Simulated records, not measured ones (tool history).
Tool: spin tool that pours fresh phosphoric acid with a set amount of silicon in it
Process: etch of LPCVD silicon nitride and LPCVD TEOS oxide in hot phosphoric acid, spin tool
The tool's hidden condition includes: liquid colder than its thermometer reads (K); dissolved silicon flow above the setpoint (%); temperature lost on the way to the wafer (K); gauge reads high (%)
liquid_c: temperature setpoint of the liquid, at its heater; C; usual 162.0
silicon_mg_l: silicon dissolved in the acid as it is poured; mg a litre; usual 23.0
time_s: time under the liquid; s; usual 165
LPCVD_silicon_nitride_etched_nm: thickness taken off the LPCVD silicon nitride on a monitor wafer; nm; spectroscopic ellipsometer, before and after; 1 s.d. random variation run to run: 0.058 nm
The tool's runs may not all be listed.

| run | day | liquid_c | silicon_mg_l | time_s | wafers since the last listed run | hours since the thermometer was replaced | hours since the dissolved silicon flow meter was replaced | hours since the heated supply line was repaired | hours since the gauge calibration | read-back film thickness of the LPCVD silicon nitride reference wafer, read on the same gauge (nm) | LPCVD_silicon_nitride_etched_nm |
|---|---|---|---|---|---|---|---|---|---|---|---|
| 1 | 0.000 | 162.0 | 23.0 | 165 | 0 | 922.0 | 481.5 | 3230.3 | 75.1 | 40.01 | 14.58 |
| 2 | 0.488 | 162.0 | 23.0 | 165 | 72 | 933.7 | 493.2 | 3242.0 | 86.8 | 40.00 | 14.49 |
| 3 | 1.142 | 162.0 | 12.5 | 165 | 97 | 949.4 | 508.9 | 3257.7 | 102.5 | 40.02 | 14.53 |
| 4 | 1.767 | 162.0 | 23.0 | 165 | 93 | 964.4 | 523.9 | 3272.7 | 117.5 | 40.00 | 14.60 |
| 5 | 2.112 | 162.0 | 23.0 | 165 | 51 | 972.7 | 532.2 | 3281.0 | 125.8 | 40.02 | 14.53 |
| 6 | 2.779 | 162.0 | 23.0 | 220 | 99 | 988.7 | 548.2 | 3297.0 | 141.8 | 40.03 | 19.40 |
| 7 | 3.525 | 159.5 | 23.0 | 200 | 111 | 1006.6 | 566.1 | 3314.9 | 159.7 | 40.02 | 16.05 |
| 8 | 4.071 | 162.0 | 23.0 | 165 | 81 | 1019.7 | 579.2 | 3328.0 | 172.8 | 40.05 | 14.49 |
|  | 4.142 | gauge calibrated |
| 9 | 4.492 | 162.0 | 23.0 | 165 | 62 | 1029.8 | 589.3 | 3338.1 | 8.4 | 40.02 | 14.40 |
| 10 | 5.138 | 162.0 | 12.5 | 165 | 96 | 1045.3 | 604.8 | 3353.6 | 23.9 | 39.99 | 14.61 |
| 11 | 6.258 | 164.5 | 30.0 | 245 | 166 | 1072.2 | 631.7 | 3380.5 | 50.8 | 40.03 | 23.40 |
|  | 6.529 | dissolved silicon flow meter replaced |
| 12 | 6.662 | 164.5 | 40.5 | 165 | 53 | 1081.9 | 3.2 | 3390.2 | 60.5 | 40.02 | 15.61 |
| 13 | 6.975 | 163.5 | 18.0 | 90 | 46 | 1089.4 | 10.7 | 3397.7 | 68.0 | 39.98 | 8.29 |
|  | 7.508 | thermometer replaced |
| 14 | 7.679 | 163.0 | 6.5 | 80 | 98 | 4.1 | 27.6 | 3414.6 | 84.9 | 40.01 | 7.26 |
|  | 7.875 | heated supply line repaired |
| 15 | 8.325 | 164.5 | 37.0 | 230 | 89 | 19.6 | 43.1 | 10.8 | 100.4 | 39.99 | 25.36 |
| 16 | 8.958 | 162.0 | 23.0 | 85 | 94 | 34.8 | 58.3 | 26.0 | 115.6 | 39.98 | 8.65 |
| 17 | 9.292 | 159.0 | 37.5 | 75 | 49 | 42.8 | 66.3 | 34.0 | 123.6 | 40.00 | 6.93 |
| 18 | 9.921 | 162.0 | 29.0 | 165 | 93 | 57.9 | 81.4 | 49.1 | 138.7 | 39.99 | 16.87 |
| 19 | 10.621 | 162.0 | 23.0 | 165 | 104 | 74.7 | 98.2 | 65.9 | 155.5 | 39.98 | 16.83 |

Measured less the same run without the tool's hidden state. The same run-to-run variation is in both; the gauge's scatter may not be:
| run | LPCVD_silicon_nitride_etched_nm |
|---|---|
| 1 | -2.57 |
| 2 | -2.56 |
| 3 | -2.58 |
| 4 | -2.60 |
| 5 | -2.60 |
| 6 | -3.49 |
| 7 | -2.96 |
| 8 | -2.62 |
| 9 | -2.62 |
| 10 | -2.67 |
| 11 | -4.26 |
| 12 | -2.85 |
| 13 | -1.52 |
| 14 | -1.34 |
| 15 | -0.50 |
| 16 | -0.17 |
| 17 | -0.14 |
| 18 | -0.37 |
| 19 | -0.37 |
